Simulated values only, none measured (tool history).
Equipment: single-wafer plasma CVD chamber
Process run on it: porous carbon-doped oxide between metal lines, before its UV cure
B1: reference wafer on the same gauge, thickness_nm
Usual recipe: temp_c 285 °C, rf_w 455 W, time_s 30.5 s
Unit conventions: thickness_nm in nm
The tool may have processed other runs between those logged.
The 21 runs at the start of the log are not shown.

run 22 hour=1039.4 | temp_c=285 rf_w=395 time_s=34.3 | B1=138.985 | thickness_nm=173.118
-- hour=1102.5 RF generator calibrated
run 23 hour=1111.4 | temp_c=271 rf_w=455 time_s=25.8 | B1=138.984 | thickness_nm=157.62
-- hour=1139.7 gauge calibrated
run 24 hour=1141.1 | temp_c=289 rf_w=500 time_s=32.6 | B1=138.954 | thickness_nm=180.842
run 25 hour=1168.9 | temp_c=285 rf_w=485 time_s=30.5 | B1=139.007 | thickness_nm=171.802
run 26 hour=1210.7 | temp_c=285 rf_w=395 time_s=34.3 | B1=138.974 | thickness_nm=175.116
run 27 hour=1263.2 | temp_c=273 rf_w=420 time_s=27.4 | B1=138.989 | thickness_nm=158.033
run 28 hour=1315.7 | temp_c=276 rf_w=480 time_s=27.3 | B1=138.935 | thickness_nm=164.088
run 29 hour=1358.9 | temp_c=289 rf_w=415 time_s=34.8 | B1=138.997 | thickness_nm=177.107
run 30 hour=1421.3 | temp_c=285 rf_w=410 time_s=33.6 | B1=139.001 | thickness_nm=175.608
run 31 hour=1592.8 | temp_c=291 rf_w=540 time_s=25.5 | B1=138.929 | thickness_nm=145.024
run 32 hour=1650.4 | temp_c=285 rf_w=425 time_s=35.8 | B1=139.008 | thickness_nm=188.468
run 33 hour=1692.3 | temp_c=285 rf_w=455 time_s=30.5 | B1=139.047 | thickness_nm=167.417
run 34 hour=1729.2 | temp_c=279 rf_w=510 time_s=34.2 | B1=139.021 | thickness_nm=203.803
run 35 hour=1764.9 | temp_c=285 rf_w=455 time_s=30.5 | B1=139.027 | thickness_nm=166.803

Each row is a separate what-if for the run after 35, all from the same tool condition, not one after another. Results?
run A hour=1765.3 | temp_c=285 rf_w=455 time_s=33.4 | B1=? | thickness_nm=?
run B hour=1765.3 | temp_c=294 rf_w=455 time_s=33.9 | B1=? | thickness_nm=?
run C hour=1765.3 | temp_c=271 rf_w=380 time_s=28 | B1=? | thickness_nm=?

run=A B1=139.018 thickness_nm=182.802
run=B B1=139.018 thickness_nm=174.337
run=C B1=139.018 thickness_nm=156.853
Take away the tool's hidden state, keep each run's random variation, and the runs would have read:
run=A thickness_nm=183.42
run=B thickness_nm=174.927
run=C thickness_nm=157.4

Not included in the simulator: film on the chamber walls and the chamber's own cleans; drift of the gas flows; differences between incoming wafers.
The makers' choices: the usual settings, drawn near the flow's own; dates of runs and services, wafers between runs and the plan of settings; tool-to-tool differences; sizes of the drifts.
